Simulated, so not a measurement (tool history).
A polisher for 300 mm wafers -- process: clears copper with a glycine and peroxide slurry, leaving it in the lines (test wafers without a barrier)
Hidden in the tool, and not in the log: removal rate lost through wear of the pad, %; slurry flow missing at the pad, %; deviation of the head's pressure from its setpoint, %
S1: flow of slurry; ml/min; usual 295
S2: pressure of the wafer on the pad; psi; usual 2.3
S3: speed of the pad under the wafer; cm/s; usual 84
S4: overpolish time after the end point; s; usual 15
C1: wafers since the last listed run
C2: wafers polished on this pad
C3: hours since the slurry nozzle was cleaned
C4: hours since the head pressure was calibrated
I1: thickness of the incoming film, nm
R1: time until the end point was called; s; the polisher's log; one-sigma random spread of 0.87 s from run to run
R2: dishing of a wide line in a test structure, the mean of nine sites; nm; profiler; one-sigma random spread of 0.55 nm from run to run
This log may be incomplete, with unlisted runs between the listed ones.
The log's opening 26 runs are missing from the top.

{"run": 27, "hour": 631.6, "S1": 260, "S2": 2.5, "S3": 98, "S4": 10, "C1": 126, "C2": 1108, "C3": 226.1, "C4": 105.9, "I1": 300.2, "R1": 60.4, "R2": 33.4}
{"hour": 638.0, "done": "worn pad replaced by a new one"}
{"run": 28, "hour": 646.2, "S1": 295, "S2": 2.3, "S3": 84, "S4": 15, "C1": 60, "C2": 47, "C3": 240.7, "C4": 120.5, "I1": 300.0, "R1": 68.1, "R2": 43.7}
{"run": 29, "hour": 669.5, "S1": 295, "S2": 2.3, "S3": 110, "S4": 15, "C1": 133, "C2": 180, "C3": 264.0, "C4": 143.8, "I1": 300.0, "R1": 56.1, "R2": 50.1}
{"run": 30, "hour": 688.3, "S1": 295, "S2": 2.3, "S3": 84, "S4": 15, "C1": 107, "C2": 288, "C3": 282.8, "C4": 162.6, "I1": 300.1, "R1": 67.5, "R2": 42.9}
{"run": 31, "hour": 712.2, "S1": 295, "S2": 2.3, "S3": 84, "S4": 15, "C1": 137, "C2": 426, "C3": 306.7, "C4": 186.5, "I1": 300.8, "R1": 68.4, "R2": 43.4}
{"run": 32, "hour": 736.5, "S1": 295, "S2": 2.3, "S3": 58, "S4": 20, "C1": 139, "C2": 565, "C3": 331.0, "C4": 210.8, "I1": 300.7, "R1": 86.9, "R2": 45.2}
{"run": 33, "hour": 767.1, "S1": 295, "S2": 2.7, "S3": 84, "S4": 9, "C1": 175, "C2": 741, "C3": 361.6, "C4": 241.4, "I1": 299.5, "R1": 59.7, "R2": 30.2}
{"run": 34, "hour": 785.5, "S1": 295, "S2": 3.0, "S3": 84, "S4": 7, "C1": 105, "C2": 847, "C3": 380.0, "C4": 259.8, "I1": 299.8, "R1": 56.4, "R2": 26.1}
{"hour": 801.1, "done": "head pressure recalibrated"}
{"run": 35, "hour": 812.1, "S1": 325, "S2": 1.7, "S3": 112, "S4": 10, "C1": 141, "C2": 988, "C3": 406.6, "C4": 11.0, "I1": 299.2, "R1": 70.1, "R2": 28.1}

Predict each of these 3 candidate next runs independently; none follows another, all start after run 35:
{"run": "A", "hour": 812.5, "S1": 295, "S2": 2.3, "S3": 84, "S4": 20, "C1": 2, "C2": 990, "C3": 407.0, "C4": 11.4, "I1": 295.5, "R1": "?", "R2": "?"}
{"run": "B", "hour": 812.5, "S1": 260, "S2": 2.7, "S3": 96, "S4": 15, "C1": 2, "C2": 990, "C3": 407.0, "C4": 11.4, "I1": 295.5, "R1": "?", "R2": "?"}
{"run": "C", "hour": 812.5, "S1": 295, "S2": 2.3, "S3": 62, "S4": 18, "C1": 2, "C2": 990, "C3": 407.0, "C4": 11.4, "I1": 295.5, "R1": "?", "R2": "?"}

run=A R1=68.0 R2=52.9
run=B R1=54.9 R2=49.8
run=C R1=83.4 R2=41.2
Stripped of hidden state, with their random variation kept, the same runs would have yielded:
run=A R1=64.5 R2=55.1
run=B R1=52.1 R2=52.0
run=C R1=79.1 R2=43.1
